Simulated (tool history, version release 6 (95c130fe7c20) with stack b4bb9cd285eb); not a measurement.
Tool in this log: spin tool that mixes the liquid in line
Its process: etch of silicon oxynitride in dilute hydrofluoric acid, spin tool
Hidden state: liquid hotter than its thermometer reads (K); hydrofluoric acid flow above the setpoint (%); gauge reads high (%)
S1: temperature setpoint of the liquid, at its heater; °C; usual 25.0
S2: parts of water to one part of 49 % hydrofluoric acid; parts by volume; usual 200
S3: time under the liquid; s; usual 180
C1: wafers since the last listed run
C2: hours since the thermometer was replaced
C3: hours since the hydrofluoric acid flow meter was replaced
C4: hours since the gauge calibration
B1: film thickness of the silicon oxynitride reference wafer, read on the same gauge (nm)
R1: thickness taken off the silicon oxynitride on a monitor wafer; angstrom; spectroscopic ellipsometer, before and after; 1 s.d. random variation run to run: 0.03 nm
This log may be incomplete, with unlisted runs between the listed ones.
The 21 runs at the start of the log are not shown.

| run | day | S1 | S2 | S3 | C1 | C2 | C3 | C4 | B1 | R1 |
|---|---|---|---|---|---|---|---|---|---|---|
| 22 | 25.450 | 22.5 | 200 | 180 | 115 | 1751.1 | 97.2 | 262.6 | 80.020 | 28.45 |
| 23 | 26.788 | 20.0 | 200 | 245 | 250 | 1783.2 | 129.3 | 294.7 | 80.011 | 35.07 |
| 24 | 27.617 | 25.0 | 200 | 180 | 155 | 1803.1 | 149.2 | 314.6 | 79.987 | 32.31 |
| 25 | 28.771 | 25.0 | 200 | 135 | 215 | 1830.8 | 176.9 | 342.3 | 79.998 | 23.72 |
|  | 29.200 | thermometer replaced |
| 26 | 29.808 | 21.5 | 130 | 255 | 186 | 14.6 | 201.8 | 367.2 | 80.018 | 55.22 |
| 27 | 31.096 | 25.0 | 200 | 180 | 240 | 45.5 | 232.7 | 398.1 | 79.998 | 27.85 |
| 28 | 32.350 | 25.0 | 295 | 180 | 234 | 75.6 | 262.8 | 428.2 | 79.991 | 17.77 |
| 29 | 33.112 | 25.0 | 200 | 180 | 142 | 93.9 | 281.1 | 446.5 | 79.976 | 28.60 |
|  | 34.104 | gauge calibrated |
| 30 | 36.425 | 26.5 | 120 | 180 | 619 | 173.4 | 360.6 | 55.7 | 79.980 | 53.45 |
| 31 | 37.125 | 25.0 | 200 | 180 | 130 | 190.2 | 377.4 | 72.5 | 79.984 | 28.15 |

Forecast each of these 3 alternatives for the next run:
| A | 37.146 | 25.0 | 155 | 180 | 3 | 190.7 | 377.9 | 73.0 | ? | ? |
| B | 37.146 | 28.5 | 200 | 210 | 3 | 190.7 | 377.9 | 73.0 | ? | ? |
| C | 37.146 | 23.5 | 270 | 270 | 3 | 190.7 | 377.9 | 73.0 | ? | ? |

| run | B1 | R1 |
|---|---|---|
| A | 80.006 | 37.90 |
| B | 80.006 | 38.45 |
| C | 80.006 | 28.01 |
The same runs, with their run-to-run variation unchanged, on a tool lacking any hidden condition would have given:
| run | R1 |
|---|---|
| A | 37.35 |
| B | 37.93 |
| C | 27.62 |
